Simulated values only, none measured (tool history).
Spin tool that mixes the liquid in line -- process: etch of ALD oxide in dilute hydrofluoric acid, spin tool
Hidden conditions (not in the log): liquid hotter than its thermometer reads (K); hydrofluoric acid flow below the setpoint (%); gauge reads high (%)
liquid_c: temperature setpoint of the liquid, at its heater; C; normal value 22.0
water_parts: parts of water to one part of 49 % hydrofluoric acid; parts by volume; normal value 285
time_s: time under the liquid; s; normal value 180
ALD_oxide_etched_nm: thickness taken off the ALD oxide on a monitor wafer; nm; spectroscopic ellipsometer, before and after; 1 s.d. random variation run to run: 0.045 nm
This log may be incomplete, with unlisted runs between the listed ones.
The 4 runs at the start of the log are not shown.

| run | hour | liquid_c | water_parts | time_s | wafers since the last listed run | hours since the thermometer was replaced | hours since the hydrofluoric acid flow meter was replaced | hours since the gauge calibration | read-back film thickness of the ALD oxide reference wafer, read on the same gauge (nm) | ALD_oxide_etched_nm |
|---|---|---|---|---|---|---|---|---|---|---|
| 5 | 201.4 | 22.0 | 285 | 230 | 384 | 480.3 | 635.6 | 1374.5 | 139.95 | 13.92 |
|  | 203.2 | gauge calibrated |
| 6 | 235.6 | 22.0 | 285 | 180 | 279 | 514.5 | 669.8 | 32.4 | 140.03 | 10.89 |
| 7 | 276.8 | 22.0 | 285 | 180 | 337 | 555.7 | 711.0 | 73.6 | 139.98 | 10.93 |
| 8 | 309.7 | 22.0 | 285 | 180 | 269 | 588.6 | 743.9 | 106.5 | 140.00 | 10.91 |
|  | 330.2 | thermometer replaced |
| 9 | 353.8 | 22.0 | 285 | 180 | 352 | 23.6 | 788.0 | 150.6 | 140.00 | 10.45 |
| 10 | 413.1 | 27.0 | 370 | 270 | 485 | 82.9 | 847.3 | 209.9 | 140.01 | 13.14 |
|  | 416.5 | hydrofluoric acid flow meter replaced |
| 11 | 459.8 | 26.0 | 375 | 180 | 374 | 129.6 | 43.3 | 256.6 | 139.99 | 8.81 |
| 12 | 519.6 | 25.0 | 235 | 180 | 489 | 189.4 | 103.1 | 316.4 | 140.00 | 15.58 |
| 13 | 572.4 | 22.0 | 285 | 230 | 432 | 242.2 | 155.9 | 369.2 | 140.03 | 14.04 |
| 14 | 606.6 | 19.0 | 370 | 95 | 279 | 276.4 | 190.1 | 403.4 | 140.01 | 3.73 |
| 15 | 656.5 | 22.0 | 285 | 265 | 408 | 326.3 | 240.0 | 453.3 | 140.02 | 16.16 |
| 16 | 691.4 | 25.0 | 245 | 180 | 285 | 361.2 | 274.9 | 488.2 | 140.01 | 14.90 |
| 17 | 758.4 | 25.5 | 235 | 90 | 548 | 428.2 | 341.9 | 555.2 | 140.04 | 8.00 |
| 18 | 829.1 | 24.5 | 410 | 115 | 578 | 498.9 | 412.6 | 625.9 | 139.98 | 4.74 |
| 19 | 890.4 | 22.0 | 285 | 260 | 501 | 560.2 | 473.9 | 687.2 | 140.02 | 16.11 |
| 20 | 919.1 | 24.5 | 285 | 250 | 234 | 588.9 | 502.6 | 715.9 | 139.95 | 16.77 |
| 21 | 978.6 | 22.0 | 285 | 180 | 487 | 648.4 | 562.1 | 775.4 | 140.03 | 11.09 |
| 22 | 1007.4 | 19.0 | 340 | 180 | 235 | 677.2 | 590.9 | 804.2 | 140.00 | 7.99 |

What does the tool deliver on the next run?
|  | 1024.4 | thermometer replaced |
| 23 | 1049.4 | 17.5 | 285 | 130 | 335 | 25.0 | 632.9 | 846.2 | ? | ? |

{"run 23": {"read-back film thickness of the ALD oxide reference wafer, read on the same gauge (nm)": 140.06, "ALD_oxide_etched_nm": 6.48}}
Take away the tool's hidden state, keep the run-to-run variation as it was, and the same run would have given ALD_oxide_etched_nm 6.67 nm.
